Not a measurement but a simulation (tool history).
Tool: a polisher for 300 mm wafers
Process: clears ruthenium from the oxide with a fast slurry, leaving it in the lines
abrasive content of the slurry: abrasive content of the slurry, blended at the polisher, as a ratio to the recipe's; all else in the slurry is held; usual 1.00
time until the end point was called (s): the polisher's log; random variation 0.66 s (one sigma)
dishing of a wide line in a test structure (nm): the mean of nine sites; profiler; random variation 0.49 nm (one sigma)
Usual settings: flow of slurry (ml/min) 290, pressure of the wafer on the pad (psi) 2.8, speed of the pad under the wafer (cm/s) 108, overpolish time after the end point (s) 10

run,day,flow of slurry (ml/min),pressure of the wafer on the pad (psi),speed of the pad under the wafer (cm/s),abrasive content of the slurry,overpolish time after the end point (s),"incoming thickness of the incoming film, nm",time until the end point was called (s),dishing of a wide line in a test structure (nm)
1,0.000,290,2.8,108,1.20,6,269.0,61.0,26.8
2,0.288,290,2.8,108,1.20,6,270.3,61.2,26.4
3,0.971,290,2.8,108,1.20,6,273.6,52.9,29.9
4,1.700,290,2.8,108,1.00,10,275.0,59.2,43.0
5,2.362,290,2.8,108,1.00,10,269.4,59.9,43.1
6,2.708,290,2.8,108,1.00,10,267.1,60.1,42.3
7,3.283,290,2.8,108,1.00,12,267.0,55.1,53.9
8,3.983,240,2.8,108,1.00,10,267.2,58.8,42.7
9,4.650,240,2.8,108,1.00,10,265.1,59.9,41.7
10,5.217,290,2.8,108,1.00,10,269.9,61.9,41.0
11,5.779,290,2.8,108,1.00,10,268.3,63.2,40.8
12,6.517,290,2.8,108,1.00,10,269.7,66.4,38.6
13,6.846,290,2.8,108,1.00,10,270.7,59.9,42.7
14,7.346,290,2.8,82,1.25,15,272.6,75.7,51.1
15,8.083,250,2.8,108,1.00,5,270.7,65.3,20.5
16,8.808,290,2.8,108,1.00,10,269.0,67.3,38.3
17,9.083,290,2.8,108,1.00,8,272.8,69.6,30.7
18,9.588,225,1.9,130,1.20,10,274.3,81.6,31.6
19,10.100,360,2.8,144,1.00,10,271.4,54.7,47.2
20,10.704,290,2.8,72,1.00,6,274.1,83.6,19.2
21,11.175,290,2.8,108,1.00,10,272.0,56.9,45.6
22,13.383,290,2.4,74,1.00,10,266.6,107.8,24.7
23,13.967,290,2.2,108,1.00,10,266.1,82.1,32.0
24,14.438,290,2.8,92,1.20,10,267.4,64.4,40.1
25,14.729,350,1.9,108,1.15,5,264.7,78.5,16.8
26,15.375,290,2.8,108,1.00,10,268.5,61.0,42.4
27,15.833,330,2.8,88,1.15,10,270.1,71.3,36.2

Taken out of this log: 8 entries between the listed runs. Where each belongs, and how the hidden state differs across it:
Between runs 2 and 3: slurry blender recalibrated (day 0.529)
  removal rate lost through wear of the pad, %: 1.7 -> 4.06; abrasive missing from the slurry, %: 40.4 -> 3.22
  measured less the result without the state, time until the end point was called (s): +10.5 -> +2.7; dishing of a wide line in a test structure (nm): -5.1 -> -1.5
Between runs 6 and 7: worn pad replaced by a new one (day 3.262)
  removal rate lost through wear of the pad, %: 10.1 -> 0.963; abrasive missing from the slurry, %: 9.96 -> 12.2
  measured less the result without the state, time until the end point was called (s): +8.0 -> +2.9; dishing of a wide line in a test structure (nm): -6.0 -> -2.7
Between runs 12 and 13: worn pad replaced by a new one (day 6.825)
  removal rate lost through wear of the pad, %: 12.2 -> 1.65; abrasive missing from the slurry, %: 24.7 -> 26
  measured less the result without the state, time until the end point was called (s): +13.7 -> +6.9; dishing of a wide line in a test structure (nm): -9.2 -> -5.1
Between runs 17 and 18: slurry nozzle cleaned (day 9.321); head pressure recalibrated (day 9.558)
  removal rate lost through wear of the pad, %: 9.4 -> 11.1; abrasive missing from the slurry, %: 34.7 -> 36.7
  measured less the result without the state, time until the end point was called (s): +15.5 -> +19.3; dishing of a wide line in a test structure (nm): -8.1 -> -9.0
Between runs 19 and 20: slurry blender recalibrated (day 10.517); worn pad replaced by a new one (day 10.683)
  removal rate lost through wear of the pad, %: 12.9 -> 0.986; abrasive missing from the slurry, %: 38.7 -> 6.42
  measured less the result without the state, time until the end point was called (s): +14.7 -> +2.7; dishing of a wide line in a test structure (nm): -15.3 -> -0.7
Between runs 23 and 24: worn pad replaced by a new one (day 14.354)
  removal rate lost through wear of the pad, %: 12.3 -> 0.668; abrasive missing from the slurry, %: 19.1 -> 20.9
  measured less the result without the state, time until the end point was called (s): +15.3 -> +5.2; dishing of a wide line in a test structure (nm): -6.8 -> -3.2
